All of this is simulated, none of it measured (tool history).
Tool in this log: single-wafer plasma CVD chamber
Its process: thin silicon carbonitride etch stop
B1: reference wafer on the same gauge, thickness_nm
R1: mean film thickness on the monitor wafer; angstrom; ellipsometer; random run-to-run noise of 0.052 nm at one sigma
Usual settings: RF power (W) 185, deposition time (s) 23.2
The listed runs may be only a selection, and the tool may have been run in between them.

{"run": 1, "hour": 0.0, "RF power (W)": 185, "deposition time (s)": 19.6, "B1": 12.701, "R1": 106.34}
{"run": 2, "hour": 57.8, "RF power (W)": 185, "deposition time (s)": 25.7, "B1": 12.718, "R1": 140.55}
{"run": 3, "hour": 93.7, "RF power (W)": 185, "deposition time (s)": 23.2, "B1": 12.707, "R1": 126.37}
{"run": 4, "hour": 145.3, "RF power (W)": 185, "deposition time (s)": 23.2, "B1": 12.7, "R1": 125.71}
{"run": 5, "hour": 194.8, "RF power (W)": 185, "deposition time (s)": 23.2, "B1": 12.698, "R1": 124.86}
{"run": 6, "hour": 265.6, "RF power (W)": 185, "deposition time (s)": 23.2, "B1": 12.701, "R1": 125.55}
{"run": 7, "hour": 310.1, "RF power (W)": 185, "deposition time (s)": 23.2, "B1": 12.704, "R1": 125.63}
{"run": 8, "hour": 368.5, "RF power (W)": 185, "deposition time (s)": 23.2, "B1": 12.686, "R1": 125.43}
{"run": 9, "hour": 416.4, "RF power (W)": 185, "deposition time (s)": 23.2, "B1": 12.7, "R1": 124.72}
{"run": 10, "hour": 589.0, "RF power (W)": 185, "deposition time (s)": 23.2, "B1": 12.696, "R1": 125.44}
{"run": 11, "hour": 616.8, "RF power (W)": 175, "deposition time (s)": 23.2, "B1": 12.7, "R1": 122.75}
{"run": 12, "hour": 676.8, "RF power (W)": 175, "deposition time (s)": 23.2, "B1": 12.712, "R1": 123.4}
{"run": 13, "hour": 710.4, "RF power (W)": 175, "deposition time (s)": 23.2, "B1": 12.697, "R1": 123.16}
{"run": 14, "hour": 737.1, "RF power (W)": 200, "deposition time (s)": 23.2, "B1": 12.695, "R1": 128.3}
{"run": 15, "hour": 798.9, "RF power (W)": 200, "deposition time (s)": 23.2, "B1": 12.692, "R1": 127.93}
{"hour": 824.0, "done": "thermocouple changed; heater temperature recalibrated"}
{"run": 16, "hour": 847.1, "RF power (W)": 185, "deposition time (s)": 23.2, "B1": 12.71, "R1": 125}
{"run": 17, "hour": 888.2, "RF power (W)": 205, "deposition time (s)": 23.2, "B1": 12.693, "R1": 129.16}
{"run": 18, "hour": 922.8, "RF power (W)": 155, "deposition time (s)": 24.5, "B1": 12.699, "R1": 124.02}
{"hour": 946.9, "done": "showerhead replaced"}
{"run": 19, "hour": 989.3, "RF power (W)": 155, "deposition time (s)": 23.2, "B1": 12.689, "R1": 118.39}
{"run": 20, "hour": 1015.1, "RF power (W)": 165, "deposition time (s)": 23.2, "B1": 12.691, "R1": 120.78}
{"run": 21, "hour": 1071.2, "RF power (W)": 185, "deposition time (s)": 23.2, "B1": 12.702, "R1": 124.85}
{"run": 22, "hour": 1125.1, "RF power (W)": 185, "deposition time (s)": 25.7, "B1": 12.7, "R1": 138.39}
{"hour": 1173.6, "done": "RF generator calibrated"}
{"run": 23, "hour": 1192.8, "RF power (W)": 150, "deposition time (s)": 21, "B1": 12.687, "R1": 107.81}
{"run": 24, "hour": 1249.0, "RF power (W)": 185, "deposition time (s)": 23.2, "B1": 12.715, "R1": 127.74}
{"run": 25, "hour": 1295.6, "RF power (W)": 150, "deposition time (s)": 27.6, "B1": 12.713, "R1": 142.36}
{"run": 26, "hour": 1333.8, "RF power (W)": 165, "deposition time (s)": 20, "B1": 12.7, "R1": 106.12}
{"hour": 1384.4, "done": "gauge calibrated"}
{"run": 27, "hour": 1398.0, "RF power (W)": 185, "deposition time (s)": 23.2, "B1": 12.709, "R1": 127.16}
{"run": 28, "hour": 1610.1, "RF power (W)": 215, "deposition time (s)": 26.9, "B1": 12.7, "R1": 155.24}
{"run": 29, "hour": 1652.6, "RF power (W)": 185, "deposition time (s)": 25, "B1": 12.707, "R1": 137.44}
{"run": 30, "hour": 1689.5, "RF power (W)": 200, "deposition time (s)": 20.3, "B1": 12.698, "R1": 113.82}
{"run": 31, "hour": 1731.0, "RF power (W)": 170, "deposition time (s)": 18.8, "B1": 12.7, "R1": 100.9}
{"run": 32, "hour": 1779.0, "RF power (W)": 165, "deposition time (s)": 20.1, "B1": 12.705, "R1": 106.61}

Run 33, settings as shown, results not yet in. Your forecast:
{"run": 33, "hour": 1815.3, "RF power (W)": 215, "deposition time (s)": 26.8, "B1": "?", "R1": "?"}

{"run 33": {"B1": 12.687, "R1": 152.17}}
Had the tool carried no hidden state, the very same run would have given R1 153.4 angstrom.
